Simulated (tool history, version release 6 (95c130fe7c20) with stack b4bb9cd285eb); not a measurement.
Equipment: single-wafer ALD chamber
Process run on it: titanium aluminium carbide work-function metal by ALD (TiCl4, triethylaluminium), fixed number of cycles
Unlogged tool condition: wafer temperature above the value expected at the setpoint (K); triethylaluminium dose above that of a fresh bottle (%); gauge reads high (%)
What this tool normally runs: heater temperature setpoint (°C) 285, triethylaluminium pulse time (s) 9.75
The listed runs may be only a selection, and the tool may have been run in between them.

run    hour  heater temperature setpoint (°C)  triethylaluminium pulse time (s)  wafers since the last listed run  hours since the last thermocouple change  hours since the last triethylaluminium bottle change  hours since the showerhead was replaced  hours since the gauge calibration  read-back reference wafer on the same gauge, thickness_nm  mean film thickness on the monitor wafer (Å)
  1       0                               291                              9.75                                 0                                    1741.2                                                1036.2                                   1835.7                              753.3                                                      1.819                                         19.84
  2    27.8                               285                              9.75                               371                                      1769                                                  1064                                   1863.5                              781.1                                                      1.818                                         19.25
  3    99.3                               285                              9.75                               956                                    1840.5                                                1135.5                                     1935                              852.6                                                      1.822                                         19.29
  4   148.7                               285                             10.96                               660                                    1889.9                                                1184.9                                   1984.4                                902                                                      1.823                                         19.44
  5   210.9                               285                             10.96                               832                                    1952.1                                                1247.1                                   2046.6                              964.2                                                      1.827                                         19.52
  6     415                               285                             10.96                              2730                                    2156.2                                                1451.2                                   2250.7                             1168.3                                                      1.841                                         19.88
  7   441.7                               285                              9.75                               357                                    2182.9                                                1477.9                                   2277.4                               1195                                                      1.837                                         19.43
      642.3  -- triethylaluminium bottle replaced
  8   642.8                               285                              9.75                              2583                                      2384                                                   0.5                                   2478.5                             1396.1                                                      1.847                                         19.53
  9   693.5                               285                              9.75                               678                                    2434.7                                                  51.2                                   2529.2                             1446.8                                                      1.854                                         19.87
 10   759.7                               285                              9.75                               885                                    2500.9                                                 117.4                                   2595.4                               1513                                                      1.852                                         19.76
 11   798.5                               285                              9.75                               519                                    2539.7                                                 156.2                                   2634.2                             1551.8                                                      1.851                                         19.89
 12   934.7                               285                              8.73                              1822                                    2675.9                                                 292.4                                   2770.4                               1688                                                      1.875                                          19.6
      962.9  -- showerhead replaced
      996.4  -- thermocouple changed; heater temperature recalibrated
 13  1001.7                               285                              8.73                               682                                       5.3                                                 359.4                                     38.8                               1755                                                      1.872                                         19.62
 14  1051.3                               285                              8.73                               663                                      54.9                                                   409                                     88.4                             1804.6                                                      1.873                                         19.79
     1076.2  -- gauge calibrated
 15  1114.4                               285                              8.54                               844                                       118                                                 472.1                                    151.5                               38.2                                                        1.8                                         18.89
 16  1153.1                               294                             11.15                               517                                     156.7                                                 510.8                                    190.2                               76.9                                                      1.794                                         20.02
 17    1195                               280                              9.75                               560                                     198.6                                                 552.7                                    232.1                              118.8                                                      1.797                                         18.53
 18  1251.2                               285                              9.75                               751                                     254.8                                                 608.9                                    288.3                                175                                                        1.8                                         19.11
 19  1279.6                               276                             12.46                               380                                     283.2                                                 637.3                                    316.7                              203.4                                                      1.796                                         18.46
 20  1324.4                               300                              8.68                               599                                       328                                                 682.1                                    361.5                              248.2                                                      1.801                                         20.12
 21  1390.5                               285                              9.75                               884                                     394.1                                                 748.2                                    427.6                              314.3                                                      1.796                                         19.06
 22  1438.8                               285                              6.14                               646                                     442.4                                                 796.5                                    475.9                              362.6                                                      1.797                                         18.62
 23  1491.4                               294                              6.55                               703                                       495                                                 849.1                                    528.5                              415.2                                                      1.802                                         19.19
 24  1532.1                               274                             12.11                               544                                     535.7                                                 889.8                                    569.2                              455.9                                                      1.802                                         18.51
 25  1593.4                               285                              9.75                               820                                       597                                                 951.1                                    630.5                              517.2                                                      1.799                                         19.29
 26  1638.4                               300                              8.68                               602                                       642                                                 996.1                                    675.5                              562.2                                                      1.805                                         20.27
 27  1677.3                               278                             11.67                               520                                     680.9                                                  1035                                    714.4                              601.1                                                      1.803                                         18.78
 28  1747.4                               274                              9.75                               937                                       751                                                1105.1                                    784.5                              671.2                                                      1.806                                         18.15
 29  1782.5                               271                             13.25                               469                                     786.1                                                1140.2                                    819.6                              706.3                                                      1.807                                         18.12
 30  1806.6                               278                              9.75                               322                                     810.2                                                1164.3                                    843.7                              730.4                                                       1.81                                         18.65
 31  1839.9                               300                              8.68                               445                                     843.5                                                1197.6                                      877                              763.7                                                       1.81                                          20.4
 32  1889.7                               285                             13.55                               666                                     893.3                                                1247.4                                    926.8                              813.5                                                      1.813                                         19.38
 33  1914.8                               285                             11.63                               335                                     918.4                                                1272.5                                    951.9                              838.6                                                      1.813                                         19.59

Exercise: give the hidden state of the tool at every run:
wafer temperature above the value expected at the setpoint (K): 0, the same for each run
triethylaluminium dose above that of a fresh bottle (%): 0, the same for each run
H1: gauge reads high (%)
run       H1
  1        1
  2     1.06
  3      1.2
  4      1.3
  5     1.45
  6     1.98
  7     2.05
  8     2.69
  9     2.86
 10      3.1
 11     3.25
 12     3.79
 13     4.07
 14     4.28
 15   -0.228
 16   -0.223
 17   -0.213
 18   -0.193
 19    -0.18
 20   -0.155
 21    -0.11
 22  -0.0698
 23  -0.0199
 24   0.0233
 25    0.096
 26    0.155
 27     0.21
 28    0.319
 29    0.378
 30     0.42
 31    0.481
 32    0.577
 33    0.627

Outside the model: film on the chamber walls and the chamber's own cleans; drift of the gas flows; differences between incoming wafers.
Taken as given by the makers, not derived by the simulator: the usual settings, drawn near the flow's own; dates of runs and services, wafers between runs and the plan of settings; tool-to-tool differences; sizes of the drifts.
